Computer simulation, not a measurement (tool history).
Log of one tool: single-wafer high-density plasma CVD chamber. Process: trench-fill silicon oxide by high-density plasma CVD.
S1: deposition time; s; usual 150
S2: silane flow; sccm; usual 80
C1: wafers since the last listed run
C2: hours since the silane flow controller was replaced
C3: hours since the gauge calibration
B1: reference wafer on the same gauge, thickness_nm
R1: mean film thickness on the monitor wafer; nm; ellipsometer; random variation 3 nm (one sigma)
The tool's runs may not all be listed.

{"run": 1, "hour": 0.0, "S1": 150, "S2": 86, "C1": 0, "C2": 1919.2, "C3": 1052.4, "B1": 999.543, "R1": 1312.973}
{"hour": 1.6, "done": "silane flow controller replaced"}
{"run": 2, "hour": 183.8, "S1": 150, "S2": 86, "C1": 2071, "C2": 182.2, "C3": 1236.2, "B1": 1000.379, "R1": 1290.287}
{"run": 3, "hour": 268.1, "S1": 150, "S2": 86, "C1": 958, "C2": 266.5, "C3": 1320.5, "B1": 999.291, "R1": 1291.748}
{"run": 4, "hour": 352.9, "S1": 150, "S2": 83, "C1": 964, "C2": 351.3, "C3": 1405.3, "B1": 999.722, "R1": 1251.528}
{"run": 5, "hour": 392.1, "S1": 150, "S2": 83, "C1": 445, "C2": 390.5, "C3": 1444.5, "B1": 1000.291, "R1": 1249.651}
{"run": 6, "hour": 444.0, "S1": 150, "S2": 83, "C1": 590, "C2": 442.4, "C3": 1496.4, "B1": 999.442, "R1": 1254.048}
{"run": 7, "hour": 490.0, "S1": 150, "S2": 80, "C1": 522, "C2": 488.4, "C3": 1542.4, "B1": 1000.261, "R1": 1209.177}
{"run": 8, "hour": 544.5, "S1": 150, "S2": 80, "C1": 619, "C2": 542.9, "C3": 1596.9, "B1": 1000.236, "R1": 1209.588}
{"run": 9, "hour": 613.0, "S1": 150, "S2": 80, "C1": 778, "C2": 611.4, "C3": 1665.4, "B1": 999.725, "R1": 1210.847}
{"run": 10, "hour": 654.7, "S1": 150, "S2": 80, "C1": 474, "C2": 653.1, "C3": 1707.1, "B1": 1000.236, "R1": 1209.092}
{"run": 11, "hour": 703.0, "S1": 150, "S2": 80, "C1": 549, "C2": 701.4, "C3": 1755.4, "B1": 1000.988, "R1": 1214.894}
{"run": 12, "hour": 799.5, "S1": 172, "S2": 80, "C1": 1097, "C2": 797.9, "C3": 1851.9, "B1": 999.927, "R1": 1393.337}
{"run": 13, "hour": 837.3, "S1": 150, "S2": 80, "C1": 429, "C2": 835.7, "C3": 1889.7, "B1": 999.714, "R1": 1209.359}
{"run": 14, "hour": 888.2, "S1": 150, "S2": 80, "C1": 578, "C2": 886.6, "C3": 1940.6, "B1": 1001.37, "R1": 1217.703}
{"hour": 898.8, "done": "gauge calibrated"}
{"run": 15, "hour": 940.4, "S1": 150, "S2": 80, "C1": 593, "C2": 938.8, "C3": 41.6, "B1": 999.426, "R1": 1219.794}
{"run": 16, "hour": 1043.2, "S1": 127, "S2": 80, "C1": 1168, "C2": 1041.6, "C3": 144.4, "B1": 999.771, "R1": 1033.552}
{"run": 17, "hour": 1131.9, "S1": 150, "S2": 80, "C1": 1008, "C2": 1130.3, "C3": 233.1, "B1": 999.315, "R1": 1222.954}
{"run": 18, "hour": 1169.0, "S1": 177, "S2": 85, "C1": 421, "C2": 1167.4, "C3": 270.2, "B1": 999.819, "R1": 1525.84}
{"run": 19, "hour": 1216.2, "S1": 150, "S2": 80, "C1": 536, "C2": 1214.6, "C3": 317.4, "B1": 999.621, "R1": 1219.538}
{"run": 20, "hour": 1291.8, "S1": 121, "S2": 84, "C1": 859, "C2": 1290.2, "C3": 393.0, "B1": 1000.111, "R1": 1035.132}
{"run": 21, "hour": 1396.0, "S1": 172, "S2": 96, "C1": 1184, "C2": 1394.4, "C3": 497.2, "B1": 1001.131, "R1": 1685.055}
{"run": 22, "hour": 1487.0, "S1": 150, "S2": 74, "C1": 1034, "C2": 1485.4, "C3": 588.2, "B1": 999.175, "R1": 1130.98}
{"run": 23, "hour": 1568.6, "S1": 125, "S2": 85, "C1": 927, "C2": 1567.0, "C3": 669.8, "B1": 1000.124, "R1": 1080.818}
{"hour": 1649.9, "done": "silane flow controller replaced"}
{"run": 24, "hour": 1713.0, "S1": 150, "S2": 64, "C1": 1550, "C2": 63.1, "C3": 814.2, "B1": 999.458, "R1": 956.876}
{"run": 25, "hour": 1755.7, "S1": 150, "S2": 80, "C1": 485, "C2": 105.8, "C3": 856.9, "B1": 1000.015, "R1": 1191.061}
{"run": 26, "hour": 1804.8, "S1": 175, "S2": 92, "C1": 558, "C2": 154.9, "C3": 906.0, "B1": 999.954, "R1": 1606.968}
{"run": 27, "hour": 1883.2, "S1": 150, "S2": 80, "C1": 891, "C2": 233.3, "C3": 984.4, "B1": 1000.826, "R1": 1197.946}
{"run": 28, "hour": 1923.1, "S1": 127, "S2": 92, "C1": 453, "C2": 273.2, "C3": 1024.3, "B1": 999.737, "R1": 1168.633}
{"run": 29, "hour": 1999.3, "S1": 150, "S2": 80, "C1": 866, "C2": 349.4, "C3": 1100.5, "B1": 999.774, "R1": 1204.525}
{"run": 30, "hour": 2077.4, "S1": 150, "S2": 66, "C1": 887, "C2": 427.5, "C3": 1178.6, "B1": 1000.103, "R1": 996.023}
{"run": 31, "hour": 2177.9, "S1": 170, "S2": 88, "C1": 1142, "C2": 528.0, "C3": 1279.1, "B1": 1000.442, "R1": 1503.175}
{"run": 32, "hour": 2428.7, "S1": 178, "S2": 80, "C1": 2851, "C2": 778.8, "C3": 1529.9, "B1": 999.363, "R1": 1440.415}
{"run": 33, "hour": 2536.0, "S1": 150, "S2": 80, "C1": 1219, "C2": 886.1, "C3": 1637.2, "B1": 1000.199, "R1": 1210.684}

The same runs without the tool's hidden state, with the same run-to-run variation:
The hidden state here: delivered silane flow above the setpoint (%); gauge reads high (%).
run=1 R1=1275.521
run=2 R1=1282.106
run=3 R1=1279.914
run=4 R1=1237.018
run=5 R1=1233.909
run=6 R1=1236.716
run=7 R1=1191.265
run=8 R1=1190.370
run=9 R1=1190.145
run=10 R1=1187.615
run=11 R1=1192.449
run=12 R1=1365.853
run=13 R1=1184.979
run=14 R1=1192.497
run=15 R1=1193.929
run=16 R1=1010.740
run=17 R1=1195.189
run=18 R1=1490.839
run=19 R1=1191.224
run=20 R1=1010.685
run=21 R1=1644.465
run=22 R1=1103.347
run=23 R1=1054.122
run=24 R1=955.445
run=25 R1=1187.080
run=26 R1=1598.460
run=27 R1=1188.282
run=28 R1=1157.726
run=29 R1=1190.663
run=30 R1=982.629
run=31 R1=1479.771
run=32 R1=1412.383
run=33 R1=1185.671

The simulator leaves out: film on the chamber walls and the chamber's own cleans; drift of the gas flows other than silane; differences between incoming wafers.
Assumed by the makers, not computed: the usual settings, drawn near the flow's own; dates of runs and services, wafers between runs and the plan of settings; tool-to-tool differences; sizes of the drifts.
